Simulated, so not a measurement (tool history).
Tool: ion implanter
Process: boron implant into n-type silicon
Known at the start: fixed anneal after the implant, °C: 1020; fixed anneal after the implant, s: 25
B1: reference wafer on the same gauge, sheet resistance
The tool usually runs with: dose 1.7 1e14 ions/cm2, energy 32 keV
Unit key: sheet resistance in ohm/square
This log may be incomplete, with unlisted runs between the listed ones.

{"run": 1, "hour": 0.0, "dose": 1.7, "energy": 32, "B1": 414.23, "sheet resistance": 434.05}
{"run": 2, "hour": 31.3, "dose": 1.49, "energy": 32, "B1": 413.99, "sheet resistance": 481.32}
{"run": 3, "hour": 101.7, "dose": 1.49, "energy": 32, "B1": 414.24, "sheet resistance": 480.43}
{"run": 4, "hour": 167.1, "dose": 1.7, "energy": 32, "B1": 413.94, "sheet resistance": 436.44}
{"run": 5, "hour": 212.5, "dose": 1.7, "energy": 32, "B1": 414.27, "sheet resistance": 436.38}
{"run": 6, "hour": 264.7, "dose": 1.7, "energy": 32, "B1": 414.03, "sheet resistance": 433.82}
{"run": 7, "hour": 317.8, "dose": 1.7, "energy": 32, "B1": 414, "sheet resistance": 433.7}
{"hour": 335.4, "done": "Faraday cup replaced and dose calibrated"}
{"run": 8, "hour": 378.5, "dose": 1.7, "energy": 40.5, "B1": 413.91, "sheet resistance": 420.81}
{"run": 9, "hour": 404.2, "dose": 2.08, "energy": 36, "B1": 414.08, "sheet resistance": 368.6}
{"hour": 441.8, "done": "extraction supply calibrated"}
{"run": 10, "hour": 468.3, "dose": 2.04, "energy": 32, "B1": 414, "sheet resistance": 377.71}
{"run": 11, "hour": 530.4, "dose": 2.12, "energy": 32, "B1": 414.09, "sheet resistance": 366.18}
{"hour": 546.2, "done": "gauge calibrated"}
{"run": 12, "hour": 600.7, "dose": 1.92, "energy": 27, "B1": 413.93, "sheet resistance": 405.94}
{"run": 13, "hour": 654.7, "dose": 1.7, "energy": 37.5, "B1": 414.09, "sheet resistance": 424.96}
{"run": 14, "hour": 711.0, "dose": 1.49, "energy": 32, "B1": 414.08, "sheet resistance": 480.14}
{"run": 15, "hour": 913.2, "dose": 1.7, "energy": 38.5, "B1": 414, "sheet resistance": 422.29}
{"run": 16, "hour": 957.7, "dose": 1.7, "energy": 32, "B1": 413.82, "sheet resistance": 433.15}
{"run": 17, "hour": 994.8, "dose": 1.92, "energy": 22.5, "B1": 414.23, "sheet resistance": 414.67}
{"run": 18, "hour": 1024.0, "dose": 1.37, "energy": 43, "B1": 414.21, "sheet resistance": 488.97}
{"run": 19, "hour": 1062.7, "dose": 1.7, "energy": 32, "B1": 413.83, "sheet resistance": 434.35}

4 options for the next run, each taken on its own from the tool as it stands now. Forecast them:
{"run": "A", "hour": 1063.1, "dose": 1.7, "energy": 32, "B1": "?", "sheet resistance": "?"}
{"run": "B", "hour": 1063.1, "dose": 2.09, "energy": 23, "B1": "?", "sheet resistance": "?"}
{"run": "C", "hour": 1063.1, "dose": 1.49, "energy": 29, "B1": "?", "sheet resistance": "?"}
{"run": "D", "hour": 1063.1, "dose": 2.03, "energy": 42, "B1": "?", "sheet resistance": "?"}

run=A B1=414.08 sheet_resistance=435.12
run=B B1=414.08 sheet_resistance=386.5
run=C B1=414.08 sheet_resistance=488.35
run=D B1=414.08 sheet_resistance=365.96
With no hidden state in the tool, these same runs would have given:
run=A sheet_resistance=435.12
run=B sheet_resistance=386.5
run=C sheet_resistance=488.35
run=D sheet_resistance=365.96

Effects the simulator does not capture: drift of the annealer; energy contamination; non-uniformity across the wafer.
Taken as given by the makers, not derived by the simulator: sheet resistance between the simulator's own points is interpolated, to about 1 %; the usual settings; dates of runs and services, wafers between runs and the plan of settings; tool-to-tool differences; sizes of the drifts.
